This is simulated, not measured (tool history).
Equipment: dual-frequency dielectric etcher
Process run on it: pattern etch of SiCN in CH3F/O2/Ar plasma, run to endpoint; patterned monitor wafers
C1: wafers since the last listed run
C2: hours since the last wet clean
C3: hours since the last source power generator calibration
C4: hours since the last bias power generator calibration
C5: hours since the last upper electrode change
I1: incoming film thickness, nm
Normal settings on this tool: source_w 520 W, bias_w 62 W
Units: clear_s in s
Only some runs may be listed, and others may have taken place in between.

run 1 hour=0 | source_w=460 bias_w=66 | C1=0 C2=8.8 C3=1779.9 C4=1266 C5=2294.7 | I1=11.59 | clear_s=25.5
run 2 hour=39.2 | source_w=460 bias_w=66 | C1=396 C2=48 C3=1819.1 C4=1305.2 C5=2333.9 | I1=11.63 | clear_s=25
run 3 hour=88 | source_w=520 bias_w=62 | C1=493 C2=96.8 C3=1867.9 C4=1354 C5=2382.7 | I1=11.66 | clear_s=25.3
run 4 hour=125.6 | source_w=520 bias_w=62 | C1=380 C2=134.4 C3=1905.5 C4=1391.6 C5=2420.3 | I1=11.58 | clear_s=24.8
run 5 hour=150.7 | source_w=520 bias_w=71 | C1=253 C2=159.5 C3=1930.6 C4=1416.7 C5=2445.4 | I1=11.68 | clear_s=23.4
run 6 hour=285.4 | source_w=520 bias_w=71 | C1=1362 C2=294.2 C3=2065.3 C4=1551.4 C5=2580.1 | I1=11.52 | clear_s=22.4
-- hour=365.7 wet clean of the chamber
run 7 hour=366.2 | source_w=520 bias_w=71 | C1=574 C2=0.5 C3=2146.1 C4=1632.2 C5=2660.9 | I1=11.62 | clear_s=24
run 8 hour=392 | source_w=520 bias_w=68 | C1=260 C2=26.3 C3=2171.9 C4=1658 C5=2686.7 | I1=11.53 | clear_s=24.4
run 9 hour=423.9 | source_w=520 bias_w=62 | C1=322 C2=58.2 C3=2203.8 C4=1689.9 C5=2718.6 | I1=11.59 | clear_s=25.1
run 10 hour=482.4 | source_w=520 bias_w=62 | C1=591 C2=116.7 C3=2262.3 C4=1748.4 C5=2777.1 | I1=11.56 | clear_s=24.5
run 11 hour=510.8 | source_w=580 bias_w=62 | C1=287 C2=145.1 C3=2290.7 C4=1776.8 C5=2805.5 | I1=11.61 | clear_s=24.2
run 12 hour=581.5 | source_w=600 bias_w=62 | C1=715 C2=215.8 C3=2361.4 C4=1847.5 C5=2876.2 | I1=11.64 | clear_s=23.6
run 13 hour=610.6 | source_w=520 bias_w=62 | C1=294 C2=244.9 C3=2390.5 C4=1876.6 C5=2905.3 | I1=11.59 | clear_s=24.3
-- hour=674.6 upper electrode replaced, of another model than before
-- hour=677.8 source power generator calibrated
-- hour=695.3 wet clean of the chamber
run 14 hour=695.8 | source_w=570 bias_w=77 | C1=410 C2=0.5 C3=18 C4=1961.8 C5=21.2 | I1=11.57 | clear_s=22.9
-- hour=706.9 bias power generator calibrated
run 15 hour=799.6 | source_w=610 bias_w=62 | C1=1009 C2=104.3 C3=121.8 C4=92.7 C5=125 | I1=11.76 | clear_s=24.1
run 16 hour=850.1 | source_w=420 bias_w=67 | C1=510 C2=154.8 C3=172.3 C4=143.2 C5=175.5 | I1=11.65 | clear_s=26.9
run 17 hour=919.9 | source_w=650 bias_w=47 | C1=705 C2=224.6 C3=242.1 C4=213 C5=245.3 | I1=11.65 | clear_s=24.6
run 18 hour=971.3 | source_w=520 bias_w=62 | C1=519 C2=276 C3=293.5 C4=264.4 C5=296.7 | I1=11.64 | clear_s=24.3
-- hour=1011.2 wet clean of the chamber
run 19 hour=1042.4 | source_w=570 bias_w=75 | C1=476 C2=31.2 C3=364.6 C4=335.5 C5=367.8 | I1=11.55 | clear_s=23.1
run 20 hour=1076.7 | source_w=520 bias_w=62 | C1=346 C2=65.5 C3=398.9 C4=369.8 C5=402.1 | I1=11.7 | clear_s=25.9

Consider 4 possible next runs. They are alternatives, not a sequence: every one starts from the tool as it was left by run 20. What does each give?
run A hour=1077.1 | source_w=520 bias_w=62 | C1=4 C2=65.9 C3=399.3 C4=370.2 C5=402.5 | I1=11.62 | clear_s=?
run B hour=1077.1 | source_w=560 bias_w=66 | C1=4 C2=65.9 C3=399.3 C4=370.2 C5=402.5 | I1=11.62 | clear_s=?
run C hour=1077.1 | source_w=520 bias_w=73 | C1=4 C2=65.9 C3=399.3 C4=370.2 C5=402.5 | I1=11.62 | clear_s=?
run D hour=1077.1 | source_w=640 bias_w=55 | C1=4 C2=65.9 C3=399.3 C4=370.2 C5=402.5 | I1=11.62 | clear_s=?

run=A clear_s=25.2
run=B clear_s=23.8
run=C clear_s=23.8
run=D clear_s=23.8
With the hidden condition removed and each run's random variation left untouched, the same runs would have given:
run=A clear_s=25.3
run=B clear_s=24
run=C clear_s=24
run=D clear_s=23.9
